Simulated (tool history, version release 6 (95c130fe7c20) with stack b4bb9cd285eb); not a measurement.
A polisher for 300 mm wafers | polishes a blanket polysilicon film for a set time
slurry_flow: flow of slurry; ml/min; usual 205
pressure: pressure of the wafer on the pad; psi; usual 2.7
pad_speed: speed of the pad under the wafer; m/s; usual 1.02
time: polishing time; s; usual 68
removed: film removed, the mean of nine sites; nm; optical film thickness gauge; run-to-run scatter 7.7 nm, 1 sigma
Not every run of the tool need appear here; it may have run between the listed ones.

run   hour  slurry_flow  pressure  pad_speed  time  incoming thickness of the incoming film, nm  removed
  1    0.0          205       2.7       1.02    68                                       2010.8    537.6
  2   20.7          205       2.7       1.02    68                                       2029.8    545.3
  3   38.8          205       2.7       1.02    68                                       2002.4    516.0
  4   55.4          205       2.7       1.02    68                                       2009.2    489.0
      68.9  -- worn pad replaced by a new one
  5   91.3          205       2.7       1.02    68                                       2024.6    550.1
  6  117.9          205       2.7       1.02    68                                       2003.8    542.4
  7  145.4          220       2.7       1.02    68                                       2003.3    522.3
     156.7  -- worn pad replaced by a new one
  8  161.9          220       2.7       1.02    68                                       2028.7    558.7
  9  174.0          205       3.1       1.02    68                                       2013.5    642.0
 10  189.6          205       2.2       1.02    68                                       1994.8    457.2
 11  205.1          205       2.7       1.02    68                                       1975.0    558.2
 12  226.2          255       3.4       0.72    48                                       2019.0    349.7
     254.0  -- worn pad replaced by a new one
 13  254.5          205       2.7       1.02    68                                       2000.4    562.3
 14  269.6          245       3.4       1.02    68                                       2028.1    738.5
 15  295.7          185       2.7       0.82    68                                       1991.0    434.5
     300.5  -- slurry nozzle cleaned
 16  318.5          245       2.7       1.20    52                                       2030.1    499.6
     338.8  -- worn pad replaced by a new one
     348.1  -- head pressure recalibrated
 17  348.9          205       2.7       0.74    68                                       2053.5    375.6
 18  366.0          155       2.7       1.02    51                                       1999.4    369.7
 19  400.9          160       3.5       1.02    49                                       1994.8    459.8
 20  422.5          260       2.7       0.74    78                                       2026.6    404.2
     437.8  -- worn pad replaced by a new one
 21  454.2          235       3.5       1.02    68                                       1981.6    685.6

Below, some changes in removed between adjacent runs. For each, the amount present without the hidden state too (settings, incoming material, random variation) and the amount remaining for the hidden state with gauge scatter not shared by both compared results:
Hidden state at play: removal rate lost through wear of the pad, %; slurry flow missing at the pad, %; deviation of the head's pressure from its setpoint, %.
Run 4 -> 5: worn pad replaced by a new one. removed +61.1 nm: hidden state +59.6, all else +1.5.
Run 7 -> 8: worn pad replaced by a new one. removed +36.4 nm: hidden state +47.0, all else -10.6.
Run 14 -> 15: slurry_flow 245 -> 185, pressure 3.4 -> 2.7, pad_speed 1.02 -> 0.82. removed -304.0 nm: hidden state -34.1, all else -269.9.
Run 20 -> 21: slurry_flow 260 -> 235, pressure 2.7 -> 3.5, pad_speed 0.74 -> 1.02, time 78 -> 68, worn pad replaced by a new one. removed +281.4 nm: hidden state +45.0, all else +236.4.
